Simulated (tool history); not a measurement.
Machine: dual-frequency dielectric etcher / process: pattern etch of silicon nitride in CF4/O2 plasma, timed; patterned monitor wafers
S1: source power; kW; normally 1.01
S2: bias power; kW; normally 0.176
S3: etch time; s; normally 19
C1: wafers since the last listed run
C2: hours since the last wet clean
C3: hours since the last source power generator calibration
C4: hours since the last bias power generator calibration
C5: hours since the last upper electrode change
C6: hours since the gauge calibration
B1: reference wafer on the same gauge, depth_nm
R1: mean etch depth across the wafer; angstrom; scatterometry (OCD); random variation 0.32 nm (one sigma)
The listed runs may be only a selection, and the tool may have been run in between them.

| run | day | S1 | S2 | S3 | C1 | C2 | C3 | C4 | C5 | C6 | B1 | R1 |
|---|---|---|---|---|---|---|---|---|---|---|---|---|
| 1 | 0 | 1.01 | 0.176 | 19 | 0 | 296.7 | 3854.7 | 1756.5 | 3135.2 | 1286.1 | 66.6 | 757 |
| 2 | 1.412 | 1.01 | 0.176 | 19 | 721 | 330.6 | 3888.6 | 1790.4 | 3169.1 | 1320 | 66.7 | 748 |
| 3 | 2.562 | 1.01 | 0.176 | 21 | 587 | 358.2 | 3916.2 | 1818 | 3196.7 | 1347.6 | 66.5 | 834 |
|  | 4.392 | wet clean of the chamber |
| 4 | 4.412 | 1.01 | 0.176 | 21 | 434 | 0.5 | 3960.6 | 1862.4 | 3241.1 | 1392 | 66.7 | 831 |
| 5 | 6.125 | 1.01 | 0.176 | 17.5 | 875 | 41.6 | 4001.7 | 1903.5 | 3282.2 | 1433.1 | 66.6 | 695 |
| 6 | 7.446 | 1.01 | 0.176 | 17.5 | 674 | 73.3 | 4033.4 | 1935.2 | 3313.9 | 1464.8 | 66.7 | 695 |
| 7 | 8.879 | 1.13 | 0.176 | 21 | 732 | 107.7 | 4067.8 | 1969.6 | 3348.3 | 1499.2 | 66.7 | 931 |
| 8 | 10.088 | 1.01 | 0.176 | 19 | 617 | 136.7 | 4096.8 | 1998.6 | 3377.3 | 1528.2 | 66.5 | 748 |
|  | 11.892 | upper electrode replaced |
| 9 | 12.042 | 1.01 | 0.176 | 19 | 487 | 183.6 | 4143.7 | 2045.5 | 3.6 | 1575.1 | 66.6 | 756 |
|  | 13.058 | gauge calibrated |
|  | 13.379 | source power generator calibrated |
| 10 | 14.033 | 1.01 | 0.191 | 22.5 | 932 | 231.4 | 15.7 | 2093.3 | 51.4 | 23.4 | 66.6 | 875 |
| 11 | 16.5 | 1.01 | 0.176 | 17 | 1260 | 290.6 | 74.9 | 2152.5 | 110.6 | 82.6 | 66.6 | 641 |
|  | 19.038 | wet clean of the chamber |
| 12 | 19.233 | 0.78 | 0.2 | 19 | 885 | 4.7 | 140.5 | 2218.1 | 176.2 | 148.2 | 66.6 | 568 |
| 13 | 21.192 | 1.01 | 0.133 | 13.5 | 1000 | 51.7 | 187.5 | 2265.1 | 223.2 | 195.2 | 66.6 | 465 |
| 14 | 23.679 | 1.01 | 0.176 | 19 | 1270 | 111.4 | 247.2 | 2324.8 | 282.9 | 254.9 | 66.6 | 726 |
| 15 | 24.712 | 1.01 | 0.176 | 19 | 527 | 136.2 | 272 | 2349.6 | 307.7 | 279.7 | 66.6 | 725 |
| 16 | 27.642 | 0.9 | 0.146 | 19 | 1496 | 206.5 | 342.3 | 2419.9 | 378 | 350 | 66.5 | 597 |
| 17 | 30.575 | 1.01 | 0.176 | 19 | 1498 | 276.9 | 412.7 | 2490.3 | 448.4 | 420.4 | 66.6 | 731 |
| 18 | 33.079 | 1.09 | 0.176 | 19 | 1279 | 337 | 472.8 | 2550.4 | 508.5 | 480.5 | 66.7 | 783 |
|  | 34.075 | bias power generator calibrated |
|  | 34.446 | wet clean of the chamber |
| 19 | 35.112 | 1.14 | 0.209 | 24 | 763 | 16 | 521.6 | 24.9 | 557.3 | 529.3 | 66.4 | 1092 |
| 20 | 36.708 | 0.78 | 0.176 | 17 | 815 | 54.3 | 559.9 | 63.2 | 595.6 | 567.6 | 66.5 | 489 |
| 21 | 38.829 | 1.11 | 0.176 | 20.5 | 1083 | 105.2 | 610.8 | 114.1 | 646.5 | 618.5 | 66.5 | 863 |
| 22 | 40.7 | 0.88 | 0.152 | 14.5 | 955 | 150.1 | 655.7 | 159 | 691.4 | 663.4 | 66.5 | 464 |
| 23 | 42.271 | 0.8 | 0.215 | 19 | 802 | 187.8 | 693.4 | 196.7 | 729.1 | 701.1 | 66.6 | 609 |
| 24 | 44.183 | 1.01 | 0.176 | 19 | 977 | 233.7 | 739.3 | 242.6 | 775 | 747 | 66.6 | 728 |
| 25 | 46.479 | 1.01 | 0.2 | 23.5 | 1173 | 288.8 | 794.4 | 297.7 | 830.1 | 802.1 | 66.5 | 950 |
| 26 | 47.646 | 1.01 | 0.176 | 19 | 596 | 316.8 | 822.4 | 325.7 | 858.1 | 830.1 | 66.5 | 740 |
|  | 49.967 | wet clean of the chamber |
| 27 | 49.988 | 1.01 | 0.176 | 19 | 685 | 0.5 | 878.6 | 381.9 | 914.3 | 886.3 | 66.5 | 735 |
| 28 | 50.679 | 0.79 | 0.16 | 17.5 | 353 | 17.1 | 895.2 | 398.5 | 930.9 | 902.9 | 66.6 | 506 |
| 29 | 52.054 | 1.01 | 0.176 | 19 | 702 | 50.1 | 928.2 | 431.5 | 963.9 | 935.9 | 66.6 | 740 |
| 30 | 54 | 1.01 | 0.176 | 19 | 994 | 96.8 | 974.9 | 478.2 | 1010.6 | 982.6 | 66.5 | 740 |

4 options for the next run, each taken on its own from the tool as it stands now. Forecast them:
| A | 54.017 | 0.89 | 0.176 | 19 | 8 | 97.2 | 975.3 | 478.6 | 1011 | 983 | ? | ? |
| B | 54.017 | 1.11 | 0.144 | 19 | 8 | 97.2 | 975.3 | 478.6 | 1011 | 983 | ? | ? |
| C | 54.017 | 0.79 | 0.14 | 15.5 | 8 | 97.2 | 975.3 | 478.6 | 1011 | 983 | ? | ? |
| D | 54.017 | 1.11 | 0.207 | 24.5 | 8 | 97.2 | 975.3 | 478.6 | 1011 | 983 | ? | ? |

| run | B1 | R1 |
|---|---|---|
| A | 66.6 | 645 |
| B | 66.6 | 766 |
| C | 66.6 | 430 |
| D | 66.6 | 1108 |
Had the tool no hidden state, the same runs would have come out as:
| run | R1 |
|---|---|
| A | 626 |
| B | 743 |
| C | 417 |
| D | 1074 |
